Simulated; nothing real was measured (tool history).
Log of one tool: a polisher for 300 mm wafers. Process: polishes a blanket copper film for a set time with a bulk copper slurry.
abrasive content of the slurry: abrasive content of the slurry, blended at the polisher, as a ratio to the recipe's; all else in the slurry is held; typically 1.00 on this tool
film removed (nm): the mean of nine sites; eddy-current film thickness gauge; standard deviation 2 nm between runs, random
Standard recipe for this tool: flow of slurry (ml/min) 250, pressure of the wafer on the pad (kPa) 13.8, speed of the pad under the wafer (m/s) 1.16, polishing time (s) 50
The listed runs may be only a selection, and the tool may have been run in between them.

run	hour	flow of slurry (ml/min)	pressure of the wafer on the pad (kPa)	speed of the pad under the wafer (m/s)	abrasive content of the slurry	polishing time (s)	wafers since the last listed run	wafers polished on this pad	hours since the slurry nozzle was cleaned	hours since the head pressure was calibrated	hours since the slurry blender was calibrated	incoming thickness of the incoming film, nm	film removed (nm)
1	0.0	250	13.8	1.16	1.00	50	0	1541	16.8	919.0	594.7	4215.8	348.8
# hour 3.0: slurry blender recalibrated
# hour 5.9: head pressure recalibrated
2	57.2	250	13.8	1.16	1.00	50	516	2057	74.0	51.3	54.2	4215.3	334.9
3	121.8	250	13.8	1.16	1.00	50	626	2684	138.6	115.9	118.8	4233.6	338.3
4	195.9	250	13.8	1.16	1.00	50	719	3403	212.7	190.0	192.9	4228.1	336.4
5	277.3	250	13.8	1.16	1.00	50	789	4193	294.1	271.4	274.3	4197.9	339.2
6	372.4	250	13.8	1.38	1.00	38	922	5116	389.2	366.5	369.4	4294.8	308.6
7	472.5	250	13.8	1.38	1.00	38	971	6087	489.3	466.6	469.5	4182.0	306.5
# hour 563.9: worn pad replaced by a new one
8	571.8	175	13.8	1.16	1.00	50	924	76	588.6	565.9	568.8	4253.7	327.4
9	624.8	250	13.8	1.16	1.00	50	514	591	641.6	618.9	621.8	4137.6	339.4
10	667.0	250	9.0	1.16	1.00	50	409	1000	683.8	661.1	664.0	4118.8	222.7
# hour 742.8: slurry blender recalibrated
11	751.1	250	15.9	1.46	1.15	50	796	1797	767.9	745.2	8.3	4251.0	518.0
# hour 809.1: slurry nozzle cleaned
12	871.6	250	13.8	0.78	1.15	50	1159	2957	62.5	865.7	128.8	4277.2	239.5
# hour 884.8: head pressure recalibrated
13	914.3	250	13.8	1.16	1.00	50	394	3352	105.2	29.5	171.5	4306.4	334.9
14	967.1	285	9.0	1.36	1.15	50	512	3864	158.0	82.3	224.3	4215.0	270.4
15	1026.2	250	13.8	1.16	1.00	50	573	4438	217.1	141.4	283.4	4274.7	341.1
16	1080.1	250	11.7	1.16	0.85	50	523	4961	271.0	195.3	337.3	4254.9	278.9
17	1161.6	250	15.9	1.46	1.15	50	790	5752	352.5	276.8	418.8	4257.1	504.7
# hour 1206.8: worn pad replaced by a new one
18	1267.3	225	17.2	1.16	1.10	50	986	587	458.2	382.5	524.5	4260.4	429.1
19	1340.7	250	13.8	1.16	1.00	50	712	1299	531.6	455.9	597.9	4219.3	343.8
20	1394.8	250	13.8	1.16	1.00	50	525	1824	585.7	510.0	652.0	4193.7	342.2
# hour 1401.0: slurry blender recalibrated
21	1487.5	250	13.8	1.16	1.00	62	880	2704	678.4	602.7	86.5	4203.3	423.6
22	1595.3	315	17.9	1.16	1.00	41	1046	3751	786.2	710.5	194.3	4234.1	380.2
23	1652.5	250	13.8	1.16	1.30	50	555	4306	843.4	767.7	251.5	4215.5	369.3
24	1688.6	250	9.0	1.40	1.00	44	350	4656	879.5	803.8	287.6	4222.8	242.1
# hour 1692.8: slurry nozzle cleaned
25	1725.6	250	15.9	0.96	1.00	60	349	5005	32.8	840.8	324.6	4170.1	398.2
# hour 1777.6: head pressure recalibrated
26	1802.2	250	13.8	1.16	1.00	50	723	5729	109.4	24.6	401.2	4170.8	336.7
27	1866.5	285	9.0	1.36	1.15	50	624	6353	173.7	88.9	465.5	4217.8	269.6
# hour 1915.9: worn pad replaced by a new one
28	1971.5	290	15.2	1.50	0.90	50	980	539	278.7	193.9	570.5	4259.5	484.3
# hour 1974.8: slurry blender recalibrated
29	2079.1	250	13.8	1.16	1.00	50	1024	1564	386.3	301.5	104.3	4254.1	343.2
30	2138.7	195	13.8	1.16	1.00	50	578	2142	445.9	361.1	163.9	4197.9	333.0
31	2213.3	250	13.8	1.02	1.00	33	723	2866	520.5	435.7	238.5	4234.3	199.0

Forecast each of these 3 alternatives for the next run:
A	2213.7	250	13.8	1.40	1.00	50	3	2870	520.9	436.1	238.9	4237.7	?
B	2213.7	305	13.8	1.32	1.25	57	3	2870	520.9	436.1	238.9	4237.7	?
C	2213.7	250	11.0	1.16	0.75	50	3	2870	520.9	436.1	238.9	4237.7	?

run	film removed (nm)
A	417.0
B	480.0
C	260.5
Without the tool's unlogged condition, the same runs would have read:
run	film removed (nm)
A	408.6
B	470.4
C	255.3
